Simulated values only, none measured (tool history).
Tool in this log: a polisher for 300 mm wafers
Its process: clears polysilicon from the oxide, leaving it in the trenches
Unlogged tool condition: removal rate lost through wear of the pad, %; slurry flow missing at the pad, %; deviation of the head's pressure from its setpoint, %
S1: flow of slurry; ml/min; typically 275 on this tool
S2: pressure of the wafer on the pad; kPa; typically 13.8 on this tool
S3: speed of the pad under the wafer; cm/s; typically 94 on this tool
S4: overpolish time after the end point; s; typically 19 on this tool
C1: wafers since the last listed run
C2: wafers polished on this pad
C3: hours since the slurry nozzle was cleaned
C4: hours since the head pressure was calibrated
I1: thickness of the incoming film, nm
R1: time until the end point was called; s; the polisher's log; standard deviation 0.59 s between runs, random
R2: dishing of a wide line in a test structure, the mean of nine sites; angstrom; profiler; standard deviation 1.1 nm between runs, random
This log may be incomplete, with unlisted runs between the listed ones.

run,day,S1,S2,S3,S4,C1,C2,C3,C4,I1,R1,R2
1,0.000,275,13.8,94,26,0,1677,320.0,862.8,623.9,69.1,821
# day 0.108: worn pad replaced by a new one
2,1.979,275,11.0,94,19,464,464,367.5,910.3,620.2,83.2,704
3,3.475,275,11.0,94,19,371,835,403.4,946.2,612.5,83.2,691
4,4.521,275,13.8,94,19,259,1095,428.5,971.3,622.3,69.3,754
5,5.742,275,13.8,68,19,303,1398,457.8,1000.6,615.0,91.1,695
# day 7.700: worn pad replaced by a new one
6,8.529,275,13.8,68,19,650,205,524.7,1067.5,625.0,92.7,675
7,10.475,275,13.8,116,19,482,688,571.4,1114.2,627.7,59.0,819
8,13.475,275,13.8,116,19,744,1433,643.4,1186.2,626.8,59.0,782
# day 14.250: worn pad replaced by a new one
9,14.983,275,13.8,116,19,332,181,679.6,1222.4,617.9,58.9,802
10,17.233,275,13.8,94,19,558,740,733.6,1276.4,613.9,70.6,752
11,18.692,275,13.8,116,19,361,1102,768.6,1311.4,627.0,59.0,811
# day 20.100: worn pad replaced by a new one
# day 20.571: head pressure recalibrated
# day 20.612: slurry nozzle cleaned
12,21.183,275,11.0,84,19,546,237,13.7,14.7,618.0,85.6,701
13,23.550,275,13.8,94,19,587,825,70.5,71.5,624.8,64.2,760
14,24.808,275,13.8,94,19,312,1137,100.7,101.7,612.7,62.8,768
# day 26.288: worn pad replaced by a new one
15,26.450,325,11.0,94,10,366,40,140.1,141.1,616.9,77.0,538
16,29.196,225,13.8,94,19,681,722,206.0,207.0,624.6,65.7,768
17,31.338,350,11.0,84,11,531,1253,257.4,258.4,624.3,85.4,513
# day 32.596: worn pad replaced by a new one
18,33.762,275,13.8,94,9,560,289,315.6,316.6,619.3,64.7,549

The same runs without the tool's hidden state, with the same run-to-run variation:
run,R1,R2
1,64.4,832
2,77.2,726
3,76.9,714
4,63.9,774
5,83.8,721
6,84.7,702
7,53.6,838
8,53.3,802
9,53.0,823
10,63.2,779
11,52.6,834
12,86.0,700
13,64.2,760
14,62.5,769
15,76.4,541
16,64.9,771
17,84.0,518
18,63.2,556
